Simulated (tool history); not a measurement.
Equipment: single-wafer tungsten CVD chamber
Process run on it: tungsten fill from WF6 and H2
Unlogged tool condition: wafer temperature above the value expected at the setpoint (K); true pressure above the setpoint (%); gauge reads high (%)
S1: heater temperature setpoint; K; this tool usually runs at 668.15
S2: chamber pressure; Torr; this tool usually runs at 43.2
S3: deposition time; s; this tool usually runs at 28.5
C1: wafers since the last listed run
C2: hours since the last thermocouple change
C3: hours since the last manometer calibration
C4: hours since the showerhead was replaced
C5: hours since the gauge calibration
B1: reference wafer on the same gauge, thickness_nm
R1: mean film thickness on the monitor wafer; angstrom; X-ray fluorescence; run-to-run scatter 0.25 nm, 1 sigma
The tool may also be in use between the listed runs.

run 1 hour=0 | S1=668.15 S2=43.2 S3=28.5 | C1=0 C2=746.2 C3=1328.7 C4=2793.4 C5=185.9 | B1=78.23 | R1=910.31
run 2 hour=10.5 | S1=668.15 S2=43.2 S3=28.5 | C1=342 C2=756.7 C3=1339.2 C4=2803.9 C5=196.4 | B1=78.284 | R1=918.83
run 3 hour=49.3 | S1=668.15 S2=43.2 S3=28.5 | C1=1265 C2=795.5 C3=1378 C4=2842.7 C5=235.2 | B1=78.304 | R1=917.69
run 4 hour=61.5 | S1=668.15 S2=43.2 S3=28.5 | C1=397 C2=807.7 C3=1390.2 C4=2854.9 C5=247.4 | B1=78.344 | R1=918.83
run 5 hour=76.5 | S1=668.15 S2=43.2 S3=30.7 | C1=489 C2=822.7 C3=1405.2 C4=2869.9 C5=262.4 | B1=78.356 | R1=985.44
run 6 hour=90.2 | S1=668.15 S2=43.2 S3=31 | C1=446 C2=836.4 C3=1418.9 C4=2883.6 C5=276.1 | B1=78.391 | R1=998.91
run 7 hour=103 | S1=668.15 S2=43.2 S3=31 | C1=417 C2=849.2 C3=1431.7 C4=2896.4 C5=288.9 | B1=78.352 | R1=991.65
run 8 hour=119.9 | S1=668.15 S2=48.9 S3=28.5 | C1=551 C2=866.1 C3=1448.6 C4=2913.3 C5=305.8 | B1=78.235 | R1=946.93
run 9 hour=126.1 | S1=663.15 S2=43.2 S3=28.5 | C1=202 C2=872.3 C3=1454.8 C4=2919.5 C5=312 | B1=78.336 | R1=841.16
run 10 hour=143.7 | S1=663.15 S2=43.2 S3=28.5 | C1=573 C2=889.9 C3=1472.4 C4=2937.1 C5=329.6 | B1=78.323 | R1=840.98
-- hour=148.4 gauge calibrated
run 11 hour=154.4 | S1=668.15 S2=43.2 S3=28.5 | C1=348 C2=900.6 C3=1483.1 C4=2947.8 C5=6 | B1=78.278 | R1=919.42
run 12 hour=170 | S1=668.15 S2=43.2 S3=28.5 | C1=508 C2=916.2 C3=1498.7 C4=2963.4 C5=21.6 | B1=78.289 | R1=912.05
run 13 hour=183.8 | S1=668.15 S2=43.2 S3=28.5 | C1=449 C2=930 C3=1512.5 C4=2977.2 C5=35.4 | B1=78.286 | R1=910.07
run 14 hour=199 | S1=668.15 S2=43.2 S3=28.5 | C1=495 C2=945.2 C3=1527.7 C4=2992.4 C5=50.6 | B1=78.31 | R1=912.67
run 15 hour=206.9 | S1=668.15 S2=43.2 S3=28.5 | C1=257 C2=953.1 C3=1535.6 C4=3000.3 C5=58.5 | B1=78.284 | R1=914.53
-- hour=216.2 showerhead replaced
run 16 hour=216.7 | S1=678.15 S2=53.5 S3=23.5 | C1=58 C2=962.9 C3=1545.4 C4=0.5 C5=68.3 | B1=78.321 | R1=948.01
run 17 hour=221.8 | S1=668.15 S2=43.2 S3=33 | C1=166 C2=968 C3=1550.5 C4=5.6 C5=73.4 | B1=78.285 | R1=1052.38
run 18 hour=269.4 | S1=674.15 S2=43.2 S3=24.2 | C1=1552 C2=1015.6 C3=1598.1 C4=53.2 C5=121 | B1=78.243 | R1=854.67
run 19 hour=285.2 | S1=668.15 S2=43.2 S3=28.5 | C1=515 C2=1031.4 C3=1613.9 C4=69 C5=136.8 | B1=78.293 | R1=914.95
run 20 hour=302.6 | S1=676.15 S2=48.1 S3=30.5 | C1=567 C2=1048.8 C3=1631.3 C4=86.4 C5=154.2 | B1=78.383 | R1=1145.04
run 21 hour=319.6 | S1=668.15 S2=43.2 S3=28.5 | C1=554 C2=1065.8 C3=1648.3 C4=103.4 C5=171.2 | B1=78.344 | R1=910.77
run 22 hour=328.4 | S1=681.15 S2=43.2 S3=26.4 | C1=286 C2=1074.6 C3=1657.1 C4=112.2 C5=180 | B1=78.282 | R1=1043.44
-- hour=342.7 thermocouple changed; heater temperature recalibrated
run 23 hour=344.8 | S1=668.15 S2=36.4 S3=24.6 | C1=273 C2=2.1 C3=1673.5 C4=128.6 C5=196.4 | B1=78.31 | R1=744.78
-- hour=361.8 capacitance manometer re-zeroed and calibrated
run 24 hour=362.3 | S1=655.15 S2=48.9 S3=25.7 | C1=309 C2=19.6 C3=0.5 C4=146.1 C5=213.9 | B1=78.319 | R1=702.8
run 25 hour=372.8 | S1=653.15 S2=47.2 S3=26.4 | C1=342 C2=30.1 C3=11 C4=156.6 C5=224.4 | B1=78.323 | R1=689.59
run 26 hour=386.6 | S1=676.15 S2=51.4 S3=26.6 | C1=449 C2=43.9 C3=24.8 C4=170.4 C5=238.2 | B1=78.247 | R1=1050.07
run 27 hour=393.7 | S1=668.15 S2=43.2 S3=28.5 | C1=231 C2=51 C3=31.9 C4=177.5 C5=245.3 | B1=78.291 | R1=941.44
run 28 hour=411.3 | S1=668.15 S2=39.5 S3=28.5 | C1=573 C2=68.6 C3=49.5 C4=195.1 C5=262.9 | B1=78.307 | R1=912.32
run 29 hour=423.3 | S1=668.15 S2=43.2 S3=31.3 | C1=391 C2=80.6 C3=61.5 C4=207.1 C5=274.9 | B1=78.227 | R1=1032.18
-- hour=434.6 gauge calibrated
run 30 hour=437.6 | S1=680.15 S2=43.2 S3=23.8 | C1=466 C2=94.9 C3=75.8 C4=221.4 C5=3 | B1=78.264 | R1=946.54
run 31 hour=450.2 | S1=672.15 S2=43.2 S3=34.2 | C1=410 C2=107.5 C3=88.4 C4=234 C5=15.6 | B1=78.32 | R1=1203.09
run 32 hour=461 | S1=668.15 S2=37.9 S3=30.2 | C1=352 C2=118.3 C3=99.2 C4=244.8 C5=26.4 | B1=78.34 | R1=953.09
run 33 hour=474.7 | S1=668.15 S2=43.2 S3=28.5 | C1=446 C2=132 C3=112.9 C4=258.5 C5=40.1 | B1=78.256 | R1=933.81
run 34 hour=487.6 | S1=668.15 S2=52.8 S3=28.5 | C1=420 C2=144.9 C3=125.8 C4=271.4 C5=53 | B1=78.335 | R1=996.15
run 35 hour=493.8 | S1=668.15 S2=33.7 S3=28.5 | C1=202 C2=151.1 C3=132 C4=277.6 C5=59.2 | B1=78.23 | R1=866.72

Measured less the same run without the tool's hidden state. The same run-to-run variation is in both; the gauge's scatter may not be:
run=1 R1=-19.48
run=2 R1=-19.83
run=3 R1=-20.41
run=4 R1=-20.63
run=5 R1=-22.38
run=6 R1=-22.91
run=7 R1=-22.96
run=8 R1=-21.89
run=9 R1=-19.81
run=10 R1=-20.05
run=11 R1=-22.1
run=12 R1=-22.17
run=13 R1=-22.33
run=14 R1=-22.64
run=15 R1=-22.8
run=16 R1=-23.46
run=17 R1=-26.51
run=18 R1=-22.23
run=19 R1=-24.05
run=20 R1=-30.01
run=21 R1=-24.48
run=22 R1=-28.21
run=23 R1=-20.56
run=24 R1=+0.42
run=25 R1=+0.29
run=26 R1=+0.23
run=27 R1=+0.1
run=28 R1=-0.16
run=29 R1=-0.38
run=30 R1=-0.56
run=31 R1=-0.95
run=32 R1=-0.93
run=33 R1=-1.11
run=34 R1=-1.37
run=35 R1=-1.31
